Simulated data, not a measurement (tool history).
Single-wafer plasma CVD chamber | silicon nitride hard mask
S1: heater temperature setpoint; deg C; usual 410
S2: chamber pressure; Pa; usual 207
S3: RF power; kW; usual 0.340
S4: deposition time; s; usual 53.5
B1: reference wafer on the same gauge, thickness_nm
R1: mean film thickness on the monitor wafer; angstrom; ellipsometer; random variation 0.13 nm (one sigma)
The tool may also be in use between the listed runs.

Run 1, hour 0.0: usual settings but S1 418 deg C; B1 70.812. Result: R1 681.20 angstrom.
Run 2, hour 27.0: usual settings but S1 418 deg C; B1 70.788. Result: R1 679.35 angstrom.
Run 3, hour 58.3: usual settings but S1 417 deg C, S3 0.370 kW; B1 70.800. Result: R1 705.33 angstrom.
Run 4, hour 90.0: usual settings; B1 70.788. Result: R1 680.67 angstrom.
Run 5, hour 103.6: usual settings; B1 70.764. Result: R1 678.22 angstrom.
At hour 143.6: thermocouple changed; heater temperature recalibrated.
At hour 147.9: capacitance manometer re-zeroed and calibrated.
Run 6, hour 148.4: usual settings; B1 70.752. Result: R1 680.78 angstrom.
Run 7, hour 151.8: usual settings; B1 70.820. Result: R1 677.52 angstrom.
Run 8, hour 168.5: usual settings but S4 42.9 s; B1 70.813. Result: R1 545.96 angstrom.
Run 9, hour 193.0: usual settings; B1 70.774. Result: R1 678.27 angstrom.
At hour 196.4: gauge calibrated.
At hour 212.5: showerhead replaced, of another model than before.
Run 10, hour 213.7: usual settings; B1 70.816. Result: R1 666.77 angstrom.
At hour 245.0: RF generator calibrated.
Run 11, hour 245.5: usual settings but S2 221 Pa, S4 43.9 s; B1 70.823. Result: R1 597.24 angstrom.
Run 12, hour 269.4: usual settings but S1 419 deg C, S2 224 Pa, S3 0.400 kW, S4 49.7 s; B1 70.814. Result: R1 747.33 angstrom.
Run 13, hour 300.0: usual settings but S2 252 Pa; B1 70.770. Result: R1 771.67 angstrom.
Run 14, hour 314.5: usual settings but S2 248 Pa; B1 70.808. Result: R1 766.24 angstrom.
Run 15, hour 329.8: usual settings but S1 423 deg C, S2 180 Pa, S3 0.380 kW; B1 70.803. Result: R1 682.58 angstrom.

4 ways to go on from here, each from the tool as it stands after run 15. What would each give?
Run A, hour 330.2: usual settings but S4 59.1 s; B1 ?. Result: R1 ?.
Run B, hour 330.2: usual settings but S3 0.320 kW; B1 ?. Result: R1 ?.
Run C, hour 330.2: usual settings but S1 404 deg C, S3 0.385 kW; B1 ?. Result: R1 ?.
Run D, hour 330.2: usual settings but S1 420 deg C, S2 223 Pa, S3 0.315 kW; B1 ?. Result: R1 ?.

run      B1      R1
  A  70.778  771.14
  B  70.778  672.41
  C  70.778  754.29
  D  70.778  689.96
Without the tool's hidden state the same runs would have given:
run      R1
  A  776.63
  B  677.42
  C  759.66
  D  695.10

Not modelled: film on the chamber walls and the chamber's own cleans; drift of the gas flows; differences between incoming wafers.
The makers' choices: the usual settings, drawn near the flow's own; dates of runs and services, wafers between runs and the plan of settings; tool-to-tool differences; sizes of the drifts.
